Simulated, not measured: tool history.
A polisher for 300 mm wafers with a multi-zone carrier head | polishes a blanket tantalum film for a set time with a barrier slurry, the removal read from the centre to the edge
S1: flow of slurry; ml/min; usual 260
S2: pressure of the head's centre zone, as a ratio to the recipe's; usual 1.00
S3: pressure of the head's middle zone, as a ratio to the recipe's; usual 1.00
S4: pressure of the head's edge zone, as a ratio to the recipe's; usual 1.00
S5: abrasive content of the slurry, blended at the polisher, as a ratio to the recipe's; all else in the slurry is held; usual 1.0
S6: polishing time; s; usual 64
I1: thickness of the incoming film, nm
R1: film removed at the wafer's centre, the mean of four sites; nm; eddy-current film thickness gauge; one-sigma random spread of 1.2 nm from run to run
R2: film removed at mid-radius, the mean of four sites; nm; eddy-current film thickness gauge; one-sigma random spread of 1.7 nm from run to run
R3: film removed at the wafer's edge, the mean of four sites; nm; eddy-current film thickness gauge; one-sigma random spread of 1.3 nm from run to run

run 1 hour=0.0 | S1=260 S2=1.00 S3=1.00 S4=1.00 S5=1.0 S6=64 | I1=337.8 | R1=145.3 R2=141.7 R3=142.7
-- hour=19.0 slurry nozzle cleaned
run 2 hour=51.4 | S1=260 S2=1.00 S3=1.00 S4=1.00 S5=1.0 S6=64 | I1=339.1 | R1=144.0 R2=142.7 R3=142.5
run 3 hour=142.7 | S1=260 S2=1.00 S3=1.00 S4=1.00 S5=0.9 S6=64 | I1=343.2 | R1=136.9 R2=134.8 R3=135.6
run 4 hour=181.7 | S1=260 S2=1.00 S3=1.00 S4=1.00 S5=0.9 S6=64 | I1=340.6 | R1=136.4 R2=136.7 R3=135.2
-- hour=188.1 worn pad replaced by a new one
run 5 hour=243.5 | S1=260 S2=1.00 S3=1.00 S4=1.00 S5=0.9 S6=64 | I1=335.8 | R1=135.6 R2=136.1 R3=136.3
run 6 hour=346.2 | S1=230 S2=1.00 S3=1.00 S4=1.00 S5=1.0 S6=64 | I1=340.9 | R1=140.0 R2=140.5 R3=142.0
-- hour=418.6 worn pad replaced by a new one
-- hour=442.6 edge zone pressure recalibrated
run 7 hour=449.0 | S1=230 S2=1.00 S3=1.00 S4=1.00 S5=1.0 S6=64 | I1=333.4 | R1=140.9 R2=141.1 R3=142.7
-- hour=523.1 carrier head's membrane replaced by a new one
run 8 hour=549.6 | S1=260 S2=1.00 S3=1.00 S4=1.00 S5=1.0 S6=64 | I1=347.4 | R1=146.4 R2=145.1 R3=145.3
-- hour=569.5 slurry nozzle cleaned
run 9 hour=613.9 | S1=235 S2=1.00 S3=0.89 S4=1.00 S5=1.0 S6=45 | I1=335.3 | R1=98.1 R2=87.7 R3=102.1
-- hour=629.8 worn pad replaced by a new one
run 10 hour=710.3 | S1=260 S2=1.07 S3=1.00 S4=0.95 S5=1.0 S6=82 | I1=337.7 | R1=198.7 R2=185.0 R3=182.2
-- hour=758.8 centre zone pressure recalibrated
run 11 hour=768.6 | S1=260 S2=1.10 S3=1.00 S4=1.00 S5=1.1 S6=64 | I1=342.1 | R1=166.3 R2=150.0 R3=150.3
run 12 hour=809.5 | S1=260 S2=1.00 S3=1.00 S4=1.00 S5=1.0 S6=58 | I1=342.9 | R1=131.2 R2=130.9 R3=127.4
-- hour=823.6 worn pad replaced by a new one
run 13 hour=899.9 | S1=260 S2=1.09 S3=1.07 S4=1.00 S5=1.2 S6=64 | I1=340.4 | R1=168.4 R2=159.0 R3=153.1
run 14 hour=986.8 | S1=260 S2=1.10 S3=1.00 S4=1.00 S5=1.0 S6=53 | I1=346.5 | R1=130.0 R2=116.7 R3=118.6
run 15 hour=1033.0 | S1=260 S2=1.00 S3=1.00 S4=1.00 S5=1.0 S6=64 | I1=341.6 | R1=145.0 R2=143.9 R3=143.2

What if the next run were any one of these 5? Each begins from the tool's condition after run 15:
run A hour=1033.4 | S1=260 S2=1.00 S3=1.00 S4=1.00 S5=1.0 S6=57 | I1=343.8 | R1=? R2=? R3=?
run B hour=1033.4 | S1=260 S2=1.00 S3=1.00 S4=1.06 S5=0.7 S6=45 | I1=343.8 | R1=? R2=? R3=?
run C hour=1033.4 | S1=300 S2=1.00 S3=1.00 S4=0.96 S5=1.0 S6=64 | I1=343.8 | R1=? R2=? R3=?
run D hour=1033.4 | S1=185 S2=1.00 S3=1.00 S4=0.95 S5=1.0 S6=64 | I1=343.8 | R1=? R2=? R3=?
run E hour=1033.4 | S1=260 S2=1.00 S3=0.89 S4=1.00 S5=1.0 S6=64 | I1=343.8 | R1=? R2=? R3=?

run=A R1=129.5 R2=129.0 R3=130.1
run=B R1=79.4 R2=79.1 R3=82.1
run=C R1=148.1 R2=147.3 R3=145.1
run=D R1=137.3 R2=137.6 R3=137.2
run=E R1=145.3 R2=131.4 R3=146.3
Had the tool no hidden state, the same runs would have come out as:
run=A R1=129.5 R2=129.0 R3=130.1
run=B R1=79.4 R2=79.1 R3=82.1
run=C R1=148.1 R2=147.3 R3=145.1
run=D R1=137.3 R2=137.6 R3=137.2
run=E R1=145.3 R2=131.4 R3=146.3
